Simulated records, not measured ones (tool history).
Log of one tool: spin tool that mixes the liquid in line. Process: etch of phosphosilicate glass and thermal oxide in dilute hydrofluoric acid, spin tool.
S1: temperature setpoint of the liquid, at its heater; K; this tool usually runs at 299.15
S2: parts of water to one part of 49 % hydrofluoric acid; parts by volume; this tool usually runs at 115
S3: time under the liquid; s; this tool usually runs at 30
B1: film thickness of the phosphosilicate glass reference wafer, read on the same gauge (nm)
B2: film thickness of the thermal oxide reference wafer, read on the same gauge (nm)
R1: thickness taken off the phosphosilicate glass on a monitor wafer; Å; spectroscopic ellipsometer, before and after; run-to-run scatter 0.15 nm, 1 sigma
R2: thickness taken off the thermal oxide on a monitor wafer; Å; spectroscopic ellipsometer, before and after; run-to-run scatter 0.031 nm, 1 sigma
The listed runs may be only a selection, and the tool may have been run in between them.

run   hour      S1   S2  S3      B1      B2     R1     R2
  1    0.0  299.15  115  30  149.97  70.033  218.1  15.50
      35.7  -- gauge calibrated
  2   46.6  299.15  115  30  149.97  69.990  215.1  15.03
  3   78.1  299.15  115  30  150.02  69.982  218.3  15.03
  4   93.0  299.15  115  30  149.98  70.017  218.5  15.51
  5  105.1  299.15  115  30  149.98  70.003  223.9  15.64
  6  127.1  302.65  115  30  150.00  69.986  249.4  16.85
  7  152.1  302.65  115  30  150.03  70.000  251.2  17.58
  8  184.2  296.15  145  45  149.98  69.967  224.0  14.98
  9  199.0  302.65   65  15  150.03  70.023  239.6  17.10
 10  215.4  302.65  115  30  150.01  69.982  253.2  17.71
 11  228.8  299.15  115  30  150.00  69.977  222.4  15.81
     242.3  -- thermometer replaced
 12  254.9  295.15   60  30  150.00  69.979  342.2  24.68
 13  268.3  300.65  115  30  149.97  70.003  209.7  15.39
 14  297.3  301.15  115  40  150.02  70.029  283.5  19.36
 15  325.5  294.65  115  30  150.00  69.990  168.3  11.91
 16  346.0  303.65  115  15  150.02  69.991  116.7   8.13
 17  363.9  295.15  140  30  149.98  69.965  136.9   9.57
 18  387.6  299.15  115  30  150.02  70.023  197.7  13.97
 19  405.0  294.15  140  25  149.99  69.991  108.5   7.71
 20  433.6  299.15  115  30  149.99  70.008  200.8  13.93
 21  459.6  301.15  115  40  150.00  70.018  286.7  20.03
 22  486.2  299.15  115  45  150.02  69.998  300.6  21.44
 23  520.1  295.15   60  30  150.00  70.012  354.2  23.74
     541.3  -- gauge calibrated
 24  553.7  299.15  115  30  150.01  69.982  199.4  14.29
 25  569.6  299.15   75  30  150.03  69.977  325.7  22.53

5 options for the next run, each taken on its own from the tool as it stands now. Forecast them:
  A  570.0  299.15  115  30   ?   ?   ?   ?
  B  570.0  302.15   90  15   ?   ?   ?   ?
  C  570.0  299.15  115  20   ?   ?   ?   ?
  D  570.0  303.15  115  30   ?   ?   ?   ?
  E  570.0  301.15  165  50   ?   ?   ?   ?

run      B1      B2     R1     R2
  A  149.99  70.047  201.8  13.79
  B  149.99  70.047  149.5  10.21
  C  149.99  70.047  134.5   9.19
  D  149.99  70.047  234.5  16.02
  E  149.99  70.047  237.1  16.20
The same runs, with their run-to-run variation unchanged, on a tool lacking any hidden condition would have given:
run     R1     R2
  A  197.4  13.49
  B  146.2   9.99
  C  131.6   8.99
  D  229.5  15.68
  E  232.2  15.86

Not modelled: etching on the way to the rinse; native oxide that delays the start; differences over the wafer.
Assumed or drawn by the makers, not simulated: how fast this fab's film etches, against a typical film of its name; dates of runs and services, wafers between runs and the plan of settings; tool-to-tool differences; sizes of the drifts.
